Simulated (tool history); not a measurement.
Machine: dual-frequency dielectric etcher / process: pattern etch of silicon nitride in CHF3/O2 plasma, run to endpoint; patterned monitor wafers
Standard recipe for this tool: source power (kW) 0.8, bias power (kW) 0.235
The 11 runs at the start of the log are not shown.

| run | day | source power (kW) | bias power (kW) | wafers since the last listed run | hours since the last wet clean | hours since the last source power generator calibration | hours since the last bias power generator calibration | hours since the last upper electrode change | incoming incoming film thickness, nm | endpoint time (s) |
|---|---|---|---|---|---|---|---|---|---|---|
| 12 | 28.254 | 0.75 | 0.235 | 750 | 298.8 | 2515.5 | 1916.5 | 4909.5 | 69.3 | 36.5 |
| 13 | 29.904 | 0.75 | 0.235 | 577 | 338.4 | 2555.1 | 1956.1 | 4949.1 | 68.7 | 35.9 |
|  | 31.638 | upper electrode replaced |
| 14 | 31.658 | 0.8 | 0.235 | 263 | 380.5 | 2597.2 | 1998.2 | 0.5 | 69.1 | 35.6 |
| 15 | 32.742 | 0.8 | 0.235 | 378 | 406.5 | 2623.2 | 2024.2 | 26.5 | 69 | 35 |
| 16 | 34.288 | 0.93 | 0.269 | 540 | 443.6 | 2660.3 | 2061.3 | 63.6 | 69.8 | 31.4 |
|  | 35.246 | bias power generator calibrated |
| 17 | 35.354 | 0.8 | 0.235 | 314 | 469.2 | 2685.9 | 2.6 | 89.2 | 69.2 | 36.1 |
| 18 | 37.392 | 0.8 | 0.235 | 712 | 518.1 | 2734.8 | 51.5 | 138.1 | 68.8 | 35.9 |
|  | 39.954 | wet clean of the chamber |
| 19 | 39.975 | 0.8 | 0.206 | 553 | 0.5 | 2796.8 | 113.5 | 200.1 | 68.7 | 37.5 |
| 20 | 42.238 | 0.86 | 0.209 | 791 | 54.8 | 2851.1 | 167.8 | 254.4 | 68.7 | 36.3 |
| 21 | 44.771 | 0.8 | 0.179 | 886 | 115.6 | 2911.9 | 228.6 | 315.2 | 68.9 | 40.3 |
| 22 | 46.721 | 0.89 | 0.188 | 682 | 162.4 | 2958.7 | 275.4 | 362 | 69 | 37.8 |
|  | 47.875 | source power generator calibrated |
| 23 | 49.492 | 0.8 | 0.235 | 910 | 228.9 | 38.8 | 341.9 | 428.5 | 69.4 | 36 |
| 24 | 51.217 | 0.62 | 0.206 | 603 | 270.3 | 80.2 | 383.3 | 469.9 | 68.2 | 41.8 |
| 25 | 53.812 | 0.72 | 0.258 | 908 | 332.6 | 142.5 | 445.6 | 532.2 | 69.2 | 35.8 |
| 26 | 55.925 | 0.98 | 0.257 | 739 | 383.3 | 193.2 | 496.3 | 582.9 | 67.7 | 30.9 |
| 27 | 58.138 | 0.68 | 0.262 | 773 | 436.4 | 246.3 | 549.4 | 636 | 69.7 | 36.9 |
|  | 60.679 | wet clean of the chamber |
| 28 | 60.7 | 0.8 | 0.25 | 546 | 0.5 | 307.8 | 610.9 | 697.5 | 69 | 34.8 |
| 29 | 61.592 | 0.69 | 0.258 | 311 | 21.9 | 329.2 | 632.3 | 718.9 | 69.5 | 36.5 |
| 30 | 64.5 | 0.91 | 0.252 | 1017 | 91.7 | 399 | 702.1 | 788.7 | 68.4 | 32.6 |
| 31 | 65.767 | 0.98 | 0.259 | 443 | 122.1 | 429.4 | 732.5 | 819.1 | 68.4 | 31 |

Below are 5 alternative next runs, each starting from the tool's condition after run 31. Predict each:
| A | 65.783 | 0.8 | 0.289 | 5 | 122.5 | 429.8 | 732.9 | 819.5 | 68.3 | ? |
| B | 65.783 | 0.73 | 0.257 | 5 | 122.5 | 429.8 | 732.9 | 819.5 | 68.3 | ? |
| C | 65.783 | 0.68 | 0.294 | 5 | 122.5 | 429.8 | 732.9 | 819.5 | 68.3 | ? |
| D | 65.783 | 0.64 | 0.21 | 5 | 122.5 | 429.8 | 732.9 | 819.5 | 68.3 | ? |
| E | 65.783 | 0.66 | 0.235 | 5 | 122.5 | 429.8 | 732.9 | 819.5 | 68.3 | ? |

| run | endpoint time (s) |
|---|---|
| A | 32.5 |
| B | 35.5 |
| C | 34.6 |
| D | 41 |
| E | 38.5 |
What these runs would have given with no unlogged condition in the tool:
| run | endpoint time (s) |
|---|---|
| A | 32.8 |
| B | 35.8 |
| C | 34.9 |
| D | 41.3 |
| E | 38.9 |
